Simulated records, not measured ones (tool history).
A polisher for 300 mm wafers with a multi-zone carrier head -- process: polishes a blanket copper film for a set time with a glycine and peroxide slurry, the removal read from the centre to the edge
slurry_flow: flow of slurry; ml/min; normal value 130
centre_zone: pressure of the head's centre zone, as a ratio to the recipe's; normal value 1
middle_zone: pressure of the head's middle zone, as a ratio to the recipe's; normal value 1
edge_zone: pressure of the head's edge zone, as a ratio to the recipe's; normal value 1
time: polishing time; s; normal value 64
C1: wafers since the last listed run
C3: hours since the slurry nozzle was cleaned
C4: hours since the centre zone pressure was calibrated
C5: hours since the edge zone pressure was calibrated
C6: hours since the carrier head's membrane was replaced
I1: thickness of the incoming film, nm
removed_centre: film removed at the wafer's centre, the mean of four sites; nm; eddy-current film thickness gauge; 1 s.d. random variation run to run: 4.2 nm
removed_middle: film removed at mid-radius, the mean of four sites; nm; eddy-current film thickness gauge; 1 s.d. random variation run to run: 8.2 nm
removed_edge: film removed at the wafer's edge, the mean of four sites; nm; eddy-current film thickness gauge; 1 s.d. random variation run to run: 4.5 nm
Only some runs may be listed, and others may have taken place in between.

{"run": 1, "hour": 0.0, "slurry_flow": 130, "centre_zone": 1.07, "middle_zone": 1, "edge_zone": 1.09, "time": 46, "C1": 0, "wafers polished on this pad": 549, "C3": 294, "C4": 61.9, "C5": 219.9, "C6": 282.8, "I1": 1504.3, "removed_centre": 407.9, "removed_middle": 391.1, "removed_edge": 407.2}
{"run": 2, "hour": 12.1, "slurry_flow": 130, "centre_zone": 1, "middle_zone": 1, "edge_zone": 0.91, "time": 64, "C1": 110, "wafers polished on this pad": 659, "C3": 306.1, "C4": 74, "C5": 232, "C6": 294.9, "I1": 1499.9, "removed_centre": 529.5, "removed_middle": 525.7, "removed_edge": 524.1}
{"run": 3, "hour": 25.6, "slurry_flow": 105, "centre_zone": 1, "middle_zone": 0.95, "edge_zone": 1, "time": 64, "C1": 123, "wafers polished on this pad": 783, "C3": 319.6, "C4": 87.5, "C5": 245.5, "C6": 308.4, "I1": 1526.5, "removed_centre": 511, "removed_middle": 482.1, "removed_edge": 539.9}
{"run": 4, "hour": 47.3, "slurry_flow": 130, "centre_zone": 1, "middle_zone": 1.09, "edge_zone": 1, "time": 64, "C1": 198, "wafers polished on this pad": 981, "C3": 341.3, "C4": 109.2, "C5": 267.2, "C6": 330.1, "I1": 1536, "removed_centre": 523.8, "removed_middle": 574.8, "removed_edge": 548.1}
{"run": 5, "hour": 67.9, "slurry_flow": 160, "centre_zone": 1, "middle_zone": 1.03, "edge_zone": 1.06, "time": 64, "C1": 188, "wafers polished on this pad": 1169, "C3": 361.9, "C4": 129.8, "C5": 287.8, "C6": 350.7, "I1": 1521.5, "removed_centre": 539.2, "removed_middle": 567.2, "removed_edge": 576.8}
{"run": 6, "hour": 82.0, "slurry_flow": 130, "centre_zone": 1, "middle_zone": 1, "edge_zone": 1, "time": 64, "C1": 128, "wafers polished on this pad": 1298, "C3": 376, "C4": 143.9, "C5": 301.9, "C6": 364.8, "I1": 1520.6, "removed_centre": 517.9, "removed_middle": 512, "removed_edge": 549.9}
{"run": 7, "hour": 99.4, "slurry_flow": 130, "centre_zone": 1, "middle_zone": 1, "edge_zone": 1, "time": 64, "C1": 158, "wafers polished on this pad": 1456, "C3": 393.4, "C4": 161.3, "C5": 319.3, "C6": 382.2, "I1": 1514.6, "removed_centre": 524.9, "removed_middle": 532, "removed_edge": 544.6}
{"run": 8, "hour": 170.3, "slurry_flow": 130, "centre_zone": 1, "middle_zone": 0.97, "edge_zone": 1, "time": 75, "C1": 647, "wafers polished on this pad": 2104, "C3": 464.3, "C4": 232.2, "C5": 390.2, "C6": 453.1, "I1": 1519.3, "removed_centre": 602.7, "removed_middle": 583.4, "removed_edge": 638.8}
{"hour": 175.4, "done": "worn pad replaced by a new one"}
{"run": 9, "hour": 194.4, "slurry_flow": 130, "centre_zone": 0.96, "middle_zone": 1.03, "edge_zone": 1, "time": 78, "C1": 183, "wafers polished on this pad": 173, "C3": 488.4, "C4": 256.3, "C5": 414.3, "C6": 477.2, "I1": 1495.3, "removed_centre": 604.3, "removed_middle": 640, "removed_edge": 665.5}
{"run": 10, "hour": 219.7, "slurry_flow": 130, "centre_zone": 1.09, "middle_zone": 1, "edge_zone": 1, "time": 78, "C1": 230, "wafers polished on this pad": 404, "C3": 513.7, "C4": 281.6, "C5": 439.6, "C6": 502.5, "I1": 1500.5, "removed_centre": 680.3, "removed_middle": 640.6, "removed_edge": 674.2}
{"run": 11, "hour": 242.2, "slurry_flow": 145, "centre_zone": 1, "middle_zone": 0.96, "edge_zone": 1, "time": 71, "C1": 205, "wafers polished on this pad": 610, "C3": 536.2, "C4": 304.1, "C5": 462.1, "C6": 525, "I1": 1519, "removed_centre": 576.2, "removed_middle": 572.5, "removed_edge": 609.4}
{"hour": 252.2, "done": "slurry nozzle cleaned"}
{"run": 12, "hour": 261.7, "slurry_flow": 155, "centre_zone": 0.92, "middle_zone": 1, "edge_zone": 1.09, "time": 64, "C1": 168, "wafers polished on this pad": 778, "C3": 9.5, "C4": 323.6, "C5": 481.6, "C6": 544.5, "I1": 1485.9, "removed_centre": 511.1, "removed_middle": 562.7, "removed_edge": 594.1}
{"run": 13, "hour": 281.6, "slurry_flow": 130, "centre_zone": 1.04, "middle_zone": 1, "edge_zone": 1, "time": 64, "C1": 181, "wafers polished on this pad": 960, "C3": 29.4, "C4": 343.5, "C5": 501.5, "C6": 564.4, "I1": 1496.1, "removed_centre": 557.4, "removed_middle": 563.4, "removed_edge": 563.7}
{"run": 14, "hour": 301.0, "slurry_flow": 130, "centre_zone": 1, "middle_zone": 1, "edge_zone": 1.04, "time": 83, "C1": 177, "wafers polished on this pad": 1137, "C3": 48.8, "C4": 362.9, "C5": 520.9, "C6": 583.8, "I1": 1481.2, "removed_centre": 701.2, "removed_middle": 721.9, "removed_edge": 738}
{"run": 15, "hour": 331.2, "slurry_flow": 130, "centre_zone": 1, "middle_zone": 1, "edge_zone": 1, "time": 64, "C1": 275, "wafers polished on this pad": 1413, "C3": 79, "C4": 393.1, "C5": 551.1, "C6": 614, "I1": 1526.8, "removed_centre": 538, "removed_middle": 549.7, "removed_edge": 547.3}
{"run": 16, "hour": 357.8, "slurry_flow": 130, "centre_zone": 0.95, "middle_zone": 1.03, "edge_zone": 1, "time": 64, "C1": 242, "wafers polished on this pad": 1656, "C3": 105.6, "C4": 419.7, "C5": 577.7, "C6": 640.6, "I1": 1491.6, "removed_centre": 508.9, "removed_middle": 569.5, "removed_edge": 559.7}
{"hour": 380.5, "done": "worn pad replaced by a new one"}
{"run": 17, "hour": 383.1, "slurry_flow": 110, "centre_zone": 1.07, "middle_zone": 1, "edge_zone": 0.89, "time": 44, "C1": 194, "wafers polished on this pad": 23, "C3": 130.9, "C4": 445, "C5": 603, "C6": 665.9, "I1": 1501.4, "removed_centre": 388.7, "removed_middle": 366.6, "removed_edge": 357.9}
{"run": 18, "hour": 399.9, "slurry_flow": 120, "centre_zone": 1, "middle_zone": 1, "edge_zone": 1, "time": 64, "C1": 153, "wafers polished on this pad": 176, "C3": 147.7, "C4": 461.8, "C5": 619.8, "C6": 682.7, "I1": 1493, "removed_centre": 530.5, "removed_middle": 539.3, "removed_edge": 558.5}
{"run": 19, "hour": 430.9, "slurry_flow": 165, "centre_zone": 0.95, "middle_zone": 1, "edge_zone": 0.93, "time": 77, "C1": 282, "wafers polished on this pad": 459, "C3": 178.7, "C4": 492.8, "C5": 650.8, "C6": 713.7, "I1": 1501, "removed_centre": 645.2, "removed_middle": 680.3, "removed_edge": 662}
{"run": 20, "hour": 452.3, "slurry_flow": 130, "centre_zone": 1, "middle_zone": 1, "edge_zone": 1, "time": 43, "C1": 195, "wafers polished on this pad": 655, "C3": 200.1, "C4": 514.2, "C5": 672.2, "C6": 735.1, "I1": 1517.5, "removed_centre": 358.5, "removed_middle": 369.3, "removed_edge": 366.5}
{"run": 21, "hour": 476.8, "slurry_flow": 130, "centre_zone": 1, "middle_zone": 1.06, "edge_zone": 1, "time": 47, "C1": 223, "wafers polished on this pad": 878, "C3": 224.6, "C4": 538.7, "C5": 696.7, "C6": 759.6, "I1": 1484.9, "removed_centre": 394.2, "removed_middle": 421.4, "removed_edge": 408.1}

Forecast each of these 5 alternatives for the next run:
{"run": "A", "hour": 477.2, "slurry_flow": 130, "centre_zone": 1, "middle_zone": 1, "edge_zone": 1, "time": 64, "C1": 3, "wafers polished on this pad": 882, "C3": 225, "C4": 539.1, "C5": 697.1, "C6": 760, "I1": 1477.4, "removed_centre": "?", "removed_middle": "?", "removed_edge": "?"}
{"run": "B", "hour": 477.2, "slurry_flow": 110, "centre_zone": 1.1, "middle_zone": 1, "edge_zone": 1, "time": 76, "C1": 3, "wafers polished on this pad": 882, "C3": 225, "C4": 539.1, "C5": 697.1, "C6": 760, "I1": 1477.4, "removed_centre": "?", "removed_middle": "?", "removed_edge": "?"}
{"run": "C", "hour": 477.2, "slurry_flow": 100, "centre_zone": 0.96, "middle_zone": 0.93, "edge_zone": 0.91, "time": 64, "C1": 3, "wafers polished on this pad": 882, "C3": 225, "C4": 539.1, "C5": 697.1, "C6": 760, "I1": 1477.4, "removed_centre": "?", "removed_middle": "?", "removed_edge": "?"}
{"run": "D", "hour": 477.2, "slurry_flow": 130, "centre_zone": 0.94, "middle_zone": 1, "edge_zone": 0.92, "time": 79, "C1": 3, "wafers polished on this pad": 882, "C3": 225, "C4": 539.1, "C5": 697.1, "C6": 760, "I1": 1477.4, "removed_centre": "?", "removed_middle": "?", "removed_edge": "?"}
{"run": "E", "hour": 477.2, "slurry_flow": 170, "centre_zone": 1, "middle_zone": 1, "edge_zone": 1.05, "time": 64, "C1": 3, "wafers polished on this pad": 882, "C3": 225, "C4": 539.1, "C5": 697.1, "C6": 760, "I1": 1477.4, "removed_centre": "?", "removed_middle": "?", "removed_edge": "?"}

run=A removed_centre=533.9 removed_middle=538.7 removed_edge=556.6
run=B removed_centre=679.1 removed_middle=624.4 removed_edge=650.1
run=C removed_centre=490.6 removed_middle=488.4 removed_edge=522.1
run=D removed_centre=619.1 removed_middle=665.3 removed_edge=663.7
run=E removed_centre=556.5 removed_middle=558.9 removed_edge=583.3
What these runs would have given with no unlogged condition in the tool:
run=A removed_centre=543.9 removed_middle=547.7 removed_edge=563.1
run=B removed_centre=693.3 removed_middle=635.7 removed_edge=658.3
run=C removed_centre=501.3 removed_middle=497.7 removed_edge=528.9
run=D removed_centre=630.8 removed_middle=676.3 removed_edge=671.4
run=E removed_centre=565.4 removed_middle=566.7 removed_edge=589.2
